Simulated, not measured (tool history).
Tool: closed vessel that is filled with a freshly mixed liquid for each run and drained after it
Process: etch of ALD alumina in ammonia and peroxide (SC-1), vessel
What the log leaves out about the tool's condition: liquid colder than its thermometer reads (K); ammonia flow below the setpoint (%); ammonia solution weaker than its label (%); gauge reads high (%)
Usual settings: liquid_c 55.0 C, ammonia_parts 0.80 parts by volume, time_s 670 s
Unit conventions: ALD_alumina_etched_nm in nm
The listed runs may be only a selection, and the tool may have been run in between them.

run   hour  liquid_c  ammonia_parts  time_s  wafers since the last listed run  hours since the thermometer was replaced  hours since the ammonia flow meter was replaced  hours since the drum of ammonia solution was connected  hours since the gauge calibration  read-back film thickness of the ALD alumina reference wafer, read on the same gauge (nm)  ALD_alumina_etched_nm
  1    0.0      55.0           0.80     670                                 0                                    1756.7                                           2043.6                                                   642.2                              205.9                                                                                    149.97                  54.07
  2   14.0      55.0           0.80     670                              1043                                    1770.7                                           2057.6                                                   656.2                              219.9                                                                                    150.02                  54.11
  3   28.0      55.0           0.80     670                              1043                                    1784.7                                           2071.6                                                   670.2                              233.9                                                                                    149.97                  54.25
  4   60.1      55.0           0.80     670                              2393                                    1816.8                                           2103.7                                                   702.3                              266.0                                                                                    150.01                  54.01
  5   84.1      55.0           0.80     670                              1789                                    1840.8                                           2127.7                                                   726.3                              290.0                                                                                    150.00                  53.95
  6  107.5      55.0           0.80     590                              1744                                    1864.2                                           2151.1                                                   749.7                              313.4                                                                                    149.99                  47.44
  7  137.4      58.5           0.80     670                              2229                                    1894.1                                           2181.0                                                   779.6                              343.3                                                                                    150.01                  65.08
  8  158.8      58.5           0.80     670                              1595                                    1915.5                                           2202.4                                                   801.0                              364.7                                                                                    150.03                  65.00
  9  190.7      58.5           0.80     670                              2378                                    1947.4                                           2234.3                                                   832.9                              396.6                                                                                    150.04                  64.51
 10  221.6      58.5           0.80     670                              2303                                    1978.3                                           2265.2                                                   863.8                              427.5                                                                                    150.01                  64.79
 11  239.0      61.0           0.50     295                              1297                                    1995.7                                           2282.6                                                   881.2                              444.9                                                                                    150.02                  30.91
 12  261.9      55.0           0.80     670                              1707                                    2018.6                                           2305.5                                                   904.1                              467.8                                                                                    150.01                  53.46
 13  283.0      49.0           0.80     670                              1573                                    2039.7                                           2326.6                                                   925.2                              488.9                                                                                    150.04                  38.70
     312.7  -- gauge calibrated
 14  318.1      55.0           0.80     670                              2616                                    2074.8                                           2361.7                                                   960.3                                5.4                                                                                    149.94                  53.50
     320.2  -- thermometer replaced
     338.6  -- ammonia flow meter replaced
     359.9  -- new drum of ammonia solution connected
 15  413.3      49.0           0.80     670                              6874                                      93.1                                             74.7                                                    53.4                              100.6                                                                                    150.06                  41.08
 16  428.3      60.5           1.00     895                              1118                                     108.1                                             89.7                                                    68.4                              115.6                                                                                    150.02                 103.01
 17  449.5      55.0           1.15     670                              1580                                     129.3                                            110.9                                                    89.6                              136.8                                                                                    150.04                  58.53
 18  469.8      55.0           0.50     670                              1513                                     149.6                                            131.2                                                   109.9                              157.1                                                                                    149.99                  54.27
 19  501.9      55.0           0.80     670                              2393                                     181.7                                            163.3                                                   142.0                              189.2                                                                                    149.95                  56.61
 20  518.3      49.5           0.65     545                              1222                                     198.1                                            179.7                                                   158.4                              205.6                                                                                    150.03                  33.47
 21  550.7      59.5           1.15     510                              2415                                     230.5                                            212.1                                                   190.8                              238.0                                                                                    150.03                  56.41
 22  574.6      48.5           1.15     670                              1781                                     254.4                                            236.0                                                   214.7                              261.9                                                                                    150.00                  41.11
 23  588.3      55.0           0.55     670                              1021                                     268.1                                            249.7                                                   228.4                              275.6                                                                                    150.02                  54.46
 24  607.6      58.0           0.80     670                              1438                                     287.4                                            269.0                                                   247.7                              294.9                                                                                    149.99                  66.06
 25  636.5      57.5           0.80     670                              2154                                     316.3                                            297.9                                                   276.6                              323.8                                                                                    149.98                  64.28
 26  651.1      55.0           0.80     670                              1088                                     330.9                                            312.5                                                   291.2                              338.4                                                                                    149.94                  56.40
 27  729.1      55.0           0.80     870                              5815                                     408.9                                            390.5                                                   369.2                              416.4                                                                                    150.00                  73.14
 28  748.8      52.0           0.60     300                              1468                                     428.6                                            410.2                                                   388.9                              436.1                                                                                    150.01                  20.87
 29  763.2      55.0           0.80     290                              1073                                     443.0                                            424.6                                                   403.3                              450.5                                                                                    150.00                  24.21

How the hidden state differs across the entries between the runs, from the last listed run before each to the first after it:
Logged between run 13 and run 14: gauge calibrated (hour 312.7)
  liquid colder than its thermometer reads (K): 1.1 -> 1.12; ammonia solution weaker than its label (%): 10 -> 10.4
  measured value less the no-hidden-state value, ALD_alumina_etched_nm: -2.86 -> -3.88 nm
Logged between run 14 and run 15: thermometer replaced (hour 320.2); ammonia flow meter replaced (hour 338.6); new drum of ammonia solution connected (hour 359.9)
  liquid colder than its thermometer reads (K): 1.12 -> 0.19; ammonia solution weaker than its label (%): 10.4 -> 1.26
  measured value less the no-hidden-state value, ALD_alumina_etched_nm: -3.88 -> -0.48 nm
